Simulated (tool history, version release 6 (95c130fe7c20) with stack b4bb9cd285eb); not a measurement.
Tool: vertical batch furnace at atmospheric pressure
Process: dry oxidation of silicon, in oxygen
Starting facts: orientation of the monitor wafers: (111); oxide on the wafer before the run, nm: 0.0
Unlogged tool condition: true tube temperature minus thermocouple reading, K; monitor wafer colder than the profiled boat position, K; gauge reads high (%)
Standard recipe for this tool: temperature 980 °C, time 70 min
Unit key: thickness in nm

run     day  temperature  time  wafers since the last listed run  hours since the last temperature calibration  hours since the boat lift was adjusted  hours since the gauge calibration  read-back reference wafer on the same gauge, thickness  thickness
  1       0          961    85                                 0                                        3598.5                                  4054.9                              484.6                                                    67.7         65
  2   1.446          980    70                               501                                        3633.2                                  4089.6                              519.3                                                    67.7      65.54
  3   2.575          980    70                               391                                        3660.3                                  4116.7                              546.4                                                   67.67      65.69
  4   3.754          980    70                               409                                        3688.6                                    4145                              574.7                                                   67.71      65.73
  5   6.379          980    70                               910                                        3751.6                                    4208                              637.7                                                   67.69      65.67
  6   7.254          980    70                               303                                        3772.6                                    4229                              658.7                                                   67.68      65.54
  7   8.604          980    70                               468                                          3805                                  4261.4                              691.1                                                   67.68      65.87
  8  10.042          980    70                               498                                        3839.5                                  4295.9                              725.6                                                   67.69      65.87
  9  10.858          980    70                               283                                        3859.1                                  4315.5                              745.2                                                   67.71      65.83
 10  12.262          980    70                               487                                        3892.8                                  4349.2                              778.9                                                   67.75      66.07
 11  12.779          980    83                               179                                        3905.2                                  4361.6                              791.3                                                   67.68      73.61
 12  13.446          986    70                               231                                        3921.2                                  4377.6                              807.3                                                   67.71      68.45
     14.996  -- thermocouples replaced and temperature profile calibrated
 13  15.017          980    70                               198                                           0.5                                  4415.3                                845                                                   67.72      63.39
 14  15.233          980  93.5                                75                                           5.7                                  4420.5                              850.2                                                    67.7      76.96
 15  15.638          980  93.5                               140                                          15.4                                  4430.2                              859.9                                                   67.68      76.95
 16  16.488          980    70                               294                                          35.8                                  4450.6                              880.3                                                   67.71       63.6
 17  17.679          992    70                               413                                          64.4                                  4479.2                              908.9                                                   67.68      69.53
 18  18.783          992    70                               383                                          90.9                                  4505.7                              935.4                                                   67.69      69.53
 19  19.304          961    85                               180                                         103.4                                  4518.2                              947.9                                                   67.71      62.56
 20  20.162          995    48                               297                                           124                                  4538.8                              968.5                                                    67.7      55.36
 21    21.3          980    70                               394                                         151.3                                  4566.1                              995.8                                                   67.68      63.71
 22  22.638         1004    70                               464                                         183.4                                  4598.2                             1027.9                                                   67.69      75.92
 23  24.083          995   102                               501                                         218.1                                  4632.9                             1062.6                                                   67.69      91.61
 24   24.65          959    70                               196                                         231.7                                  4646.5                             1076.2                                                    67.7      54.21
 25  25.225          980    70                               199                                         245.5                                  4660.3                               1090                                                   67.72      63.98
     26.638  -- boat lift adjusted
 26  26.658          996  55.5                               150                                         279.9                                     0.5                             1124.4                                                   67.74      61.75
 27  26.875         1002    70                                75                                         285.1                                     5.7                             1129.6                                                   67.72      75.19
     27.217  -- gauge calibrated
 28  27.329          967  85.5                               157                                           296                                    16.6                                2.7                                                   67.67      66.09
 29  28.704          963    98                               477                                           329                                    49.6                               35.7                                                   67.68      70.37
 30  29.708          991  42.5                               348                                         353.1                                    73.7                               59.8                                                   67.67      49.62
 31  30.596          998  86.5                               307                                         374.4                                      95                               81.1                                                   67.69      84.09
 32  31.354          987    43                               263                                         392.6                                   113.2                               99.3                                                   67.66      48.66
 33  32.746          980    70                               482                                           426                                   146.6                              132.7                                                   67.71      64.29
 34  33.642          971    70                               310                                         447.5                                   168.1                              154.2                                                   67.71      59.96
 35  34.804          980    98                               403                                         475.4                                     196                              182.1                                                   67.71      80.46
 36  35.329          996  81.5                               182                                           488                                   208.6                              194.7                                                   67.66      80.13
 37  35.933          962    84                               209                                         502.5                                   223.1                              209.2                                                   67.67      63.36
 38  36.442          989    46                               176                                         514.7                                   235.3                              221.4                                                    67.7      51.83
 39  37.033          990    70                               205                                         528.9                                   249.5                              235.6                                                   67.71      69.25
 40   38.05          980  55.5                               352                                         553.3                                   273.9                                260                                                   67.71      55.06

Hidden condition of the tool, last listed run before each entry between runs versus first listed run after:
From run 12 to run 13: thermocouples replaced and temperature profile calibrated (day 14.996)
  true tube temperature minus thermocouple reading, K: 5.23 -> 0.412
  measured result minus the result with no hidden state, thickness: +2.57 -> +0.2 nm
From run 25 to run 26: boat lift adjusted (day 26.638)
  true tube temperature minus thermocouple reading, K: 1.38 -> 1.5
  measured result minus the result with no hidden state, thickness: +0.66 -> +0.7 nm
From run 27 to run 28: gauge calibrated (day 27.217)
  true tube temperature minus thermocouple reading, K: 1.52 -> 1.55
  measured result minus the result with no hidden state, thickness: +0.86 -> +0.8 nm

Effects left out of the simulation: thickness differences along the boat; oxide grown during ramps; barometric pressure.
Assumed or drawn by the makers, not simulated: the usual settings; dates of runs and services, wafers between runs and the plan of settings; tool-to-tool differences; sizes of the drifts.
